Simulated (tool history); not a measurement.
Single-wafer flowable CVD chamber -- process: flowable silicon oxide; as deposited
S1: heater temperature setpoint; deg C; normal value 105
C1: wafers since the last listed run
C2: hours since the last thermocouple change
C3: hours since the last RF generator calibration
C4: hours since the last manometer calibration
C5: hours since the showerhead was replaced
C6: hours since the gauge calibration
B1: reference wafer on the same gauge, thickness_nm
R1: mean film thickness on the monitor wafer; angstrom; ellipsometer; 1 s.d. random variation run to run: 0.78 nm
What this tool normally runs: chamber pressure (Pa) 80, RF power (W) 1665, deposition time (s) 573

Run 1, day 0: usual settings but S1 112 deg C; C1 0; C2 2488.8; C3 1928.4; C4 2196; C5 3920.3; C6 232.2; B1 161.007. Result: R1 1802.59 angstrom.
At day 0.454: gauge calibrated.
Run 2, day 0.654: usual settings but S1 112 deg C; C1 67; C2 2504.5; C3 1944.1; C4 2211.7; C5 3936; C6 4.8; B1 160.926. Result: R1 1814.64 angstrom.
Run 3, day 0.938: usual settings but S1 112 deg C; C1 29; C2 2511.3; C3 1950.9; C4 2218.5; C5 3942.8; C6 11.6; B1 161.014. Result: R1 1807.94 angstrom.
Run 4, day 1.212: usual settings; C1 28; C2 2517.9; C3 1957.5; C4 2225.1; C5 3949.4; C6 18.2; B1 161.006. Result: R1 2232.05 angstrom.
Run 5, day 1.946: usual settings; C1 76; C2 2535.5; C3 1975.1; C4 2242.7; C5 3967; C6 35.8; B1 161.299. Result: R1 2226.16 angstrom.
Run 6, day 2.533: usual settings; C1 61; C2 2549.6; C3 1989.2; C4 2256.8; C5 3981.1; C6 49.9; B1 161.307. Result: R1 2233.95 angstrom.
Run 7, day 2.946: usual settings; C1 42; C2 2559.5; C3 1999.1; C4 2266.7; C5 3991; C6 59.8; B1 161.133. Result: R1 2239.69 angstrom.
Run 8, day 3.667: usual settings; C1 74; C2 2576.8; C3 2016.4; C4 2284; C5 4008.3; C6 77.1; B1 161.266. Result: R1 2237.69 angstrom.
Run 9, day 4.071: usual settings; C1 42; C2 2586.5; C3 2026.1; C4 2293.7; C5 4018; C6 86.8; B1 161.05. Result: R1 2217.21 angstrom.
Run 10, day 4.408: usual settings; C1 35; C2 2594.6; C3 2034.2; C4 2301.8; C5 4026.1; C6 94.9; B1 160.947. Result: R1 2242.62 angstrom.
Run 11, day 4.967: usual settings; C1 58; C2 2608; C3 2047.6; C4 2315.2; C5 4039.5; C6 108.3; B1 161.115. Result: R1 2235.57 angstrom.
Run 12, day 5.492: usual settings but RF power (W) 1755, deposition time (s) 543; C1 54; C2 2620.6; C3 2060.2; C4 2327.8; C5 4052.1; C6 120.9; B1 160.829. Result: R1 2133.98 angstrom.
Run 13, day 5.846: usual settings but S1 93 deg C, deposition time (s) 666; C1 36; C2 2629.1; C3 2068.7; C4 2336.3; C5 4060.6; C6 129.4; B1 161.086. Result: R1 3690.2 angstrom.
Run 14, day 6.129: usual settings but S1 98 deg C, chamber pressure (Pa) 94.9; C1 29; C2 2635.9; C3 2075.5; C4 2343.1; C5 4067.4; C6 136.2; B1 161.058. Result: R1 3250.44 angstrom.
Run 15, day 6.612: usual settings but S1 114 deg C, RF power (W) 1960; C1 50; C2 2647.5; C3 2087.1; C4 2354.7; C5 4079; C6 147.8; B1 161.12. Result: R1 1769.43 angstrom.
At day 6.979: RF generator calibrated.
At day 6.988: capacitance manometer re-zeroed and calibrated.
At day 7.05: showerhead replaced, of another model than before.
At day 7.825: thermocouple changed; heater temperature recalibrated.
Run 16, day 7.846: usual settings but S1 119 deg C, deposition time (s) 529; C1 51; C2 0.5; C3 20.8; C4 20.6; C5 19.1; C6 177.4; B1 160.717. Result: R1 1154.63 angstrom.
Run 17, day 9.854: usual settings but chamber pressure (Pa) 69.3, RF power (W) 1440, deposition time (s) 626; C1 208; C2 48.7; C3 69; C4 68.8; C5 67.3; C6 225.6; B1 160.683. Result: R1 1724.71 angstrom.
At day 11.204: gauge calibrated.
Run 18, day 12.088: usual settings but S1 101 deg C, chamber pressure (Pa) 94.8, RF power (W) 1550, deposition time (s) 514; C1 232; C2 102.3; C3 122.6; C4 122.4; C5 120.9; C6 21.2; B1 161.115. Result: R1 2113.81 angstrom.
Run 19, day 12.65: usual settings but deposition time (s) 655; C1 58; C2 115.8; C3 136.1; C4 135.9; C5 134.4; C6 34.7; B1 161.353. Result: R1 2147.95 angstrom.
Run 20, day 13.133: usual settings but RF power (W) 1990, deposition time (s) 679; C1 50; C2 127.4; C3 147.7; C4 147.5; C5 146; C6 46.3; B1 160.825. Result: R1 2364.84 angstrom.
Run 21, day 13.554: usual settings; C1 43; C2 137.5; C3 157.8; C4 157.6; C5 156.1; C6 56.4; B1 160.996. Result: R1 1901.96 angstrom.
Run 22, day 14.221: usual settings but S1 119 deg C, chamber pressure (Pa) 89.7, RF power (W) 1370, deposition time (s) 666; C1 69; C2 153.5; C3 173.8; C4 173.6; C5 172.1; C6 72.4; B1 161.013. Result: R1 1520.41 angstrom.
Run 23, day 14.662: usual settings but RF power (W) 1580; C1 45; C2 164.1; C3 184.4; C4 184.2; C5 182.7; C6 83; B1 161.078. Result: R1 1872.95 angstrom.
Run 24, day 15.225: usual settings but chamber pressure (Pa) 69.5; C1 58; C2 177.6; C3 197.9; C4 197.7; C5 196.2; C6 96.5; B1 160.938. Result: R1 1717.09 angstrom.
Run 25, day 15.733: usual settings but S1 112 deg C; C1 52; C2 189.8; C3 210.1; C4 209.9; C5 208.4; C6 108.7; B1 161.157. Result: R1 1559.33 angstrom.

List, for all runs, the conditions of the tool that the log does not record:
delivered RF power above the setpoint (%): 0 on each run
true pressure above the setpoint (%): 0 on each run
gauge reads high (%): 0 on each run
H1: wafer temperature above the value expected at the setpoint (K)
run       H1
  1    -5.51
  2    -5.52
  3    -5.52
  4    -5.52
  5    -5.53
  6    -5.53
  7    -5.54
  8    -5.54
  9    -5.55
 10    -5.55
 11    -5.55
 12    -5.56
 13    -5.56
 14    -5.56
 15    -5.57
 16    0.924
 17    0.571
 18    0.202
 19    0.113
 20   0.0374
 21  -0.0275
 22   -0.129
 23   -0.195
 24   -0.278
 25   -0.352

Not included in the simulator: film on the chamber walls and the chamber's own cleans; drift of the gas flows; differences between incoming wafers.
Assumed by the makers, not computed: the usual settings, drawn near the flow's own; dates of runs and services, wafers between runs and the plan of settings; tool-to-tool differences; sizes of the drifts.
